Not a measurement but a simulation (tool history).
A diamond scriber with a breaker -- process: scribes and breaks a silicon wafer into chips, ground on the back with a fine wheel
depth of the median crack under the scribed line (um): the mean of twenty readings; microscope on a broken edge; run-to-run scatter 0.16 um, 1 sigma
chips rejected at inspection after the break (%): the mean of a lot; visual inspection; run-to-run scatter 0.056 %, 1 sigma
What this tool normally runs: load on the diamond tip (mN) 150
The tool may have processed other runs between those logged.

run	day	load on the diamond tip (mN)	incoming depth of the damage left on the back of the incoming wafer, um	depth of the median crack under the scribed line (um)	chips rejected at inspection after the break (%)
1	0	150	2.89	15.89	1.1
2	0.742	150	2.59	16.13	1.05
3	1.412	150	2.85	15.42	1.2
4	1.929	150	1.81	16.02	0.76
5	2.358	150	2.12	15.83	0.91
6	2.696	181	2.11	17.23	1.83
7	3.312	181	2.14	17.27	2.11
8	3.679	139	1.68	15.43	0.76
9	4.417	139	1.91	15.59	0.65
10	5.162	185	1.88	17.58	2.24
11	5.883	185	1.75	17.4	2.3
12	6.383	185	2.16	17.79	2.54
13	6.862	150	2.41	16.08	1.02
14	7.425	150	2.6	15.92	1.14
15	7.833	169	1.53	17.2	1.37
16	8.129	169	2.05	17	1.56
17	8.483	169	1.88	16.8	1.42
18	9.079	163	1.75	16.7	1.27
19	9.558	163	2.41	16.72	1.49
20	9.925	150	1.92	15.92	0.84
21	10.675	124	2.29	14.8	1.17
22	11.329	180	1.91	17.52	2.2
23	11.675	150	2.53	16.13	1.12
24	12.158	150	2.89	16.09	1.46
25	12.667	166	1.62	16.96	1.34
26	13.017	150	2.9	16.27	1.26
27	13.329	189	2.22	18.31	2.88
28	14	193	1.9	18.38	3.37
29	14.392	107	1.59	14.34	1.42
30	14.854	193	2.3	18.28	3.35
# day 15.046: diamond tip replaced by a new one
31	15.196	106	2.11	14.04	1.81
32	15.529	162	2.64	16.67	1.58
# day 15.804: load on the tip recalibrated
33	16.062	123	2.62	14.7	1.47
34	16.779	150	2.22	15.95	0.73
35	17.083	150	2.36	15.83	0.98
36	17.446	150	2.19	15.55	0.77
37	17.738	150	2.1	15.79	0.87
38	18.488	165	2.37	16.76	1.27
39	19.092	125	2.5	14.37	1.31
40	19.817	183	1.59	17.36	1.96
41	20.475	131	1.68	14.82	0.88
42	20.958	112	1.6	14.02	1.61

Consider 4 possible next runs. They are alternatives, not a sequence: every one starts from the tool as it was left by run 42. What does each give?
A	20.979	179	1.82	?	?
B	20.979	182	1.82	?	?
C	20.979	110	1.82	?	?
D	20.979	134	1.82	?	?

run	depth of the median crack under the scribed line (um)	chips rejected at inspection after the break (%)
A	17.18	1.76
B	17.31	1.92
C	13.96	1.8
D	15.12	0.77
With the hidden condition removed and each run's random variation left untouched, the same runs would have given:
run	depth of the median crack under the scribed line (um)	chips rejected at inspection after the break (%)
A	16.74	1.3
B	16.87	1.42
C	13.61	2.4
D	14.73	0.96

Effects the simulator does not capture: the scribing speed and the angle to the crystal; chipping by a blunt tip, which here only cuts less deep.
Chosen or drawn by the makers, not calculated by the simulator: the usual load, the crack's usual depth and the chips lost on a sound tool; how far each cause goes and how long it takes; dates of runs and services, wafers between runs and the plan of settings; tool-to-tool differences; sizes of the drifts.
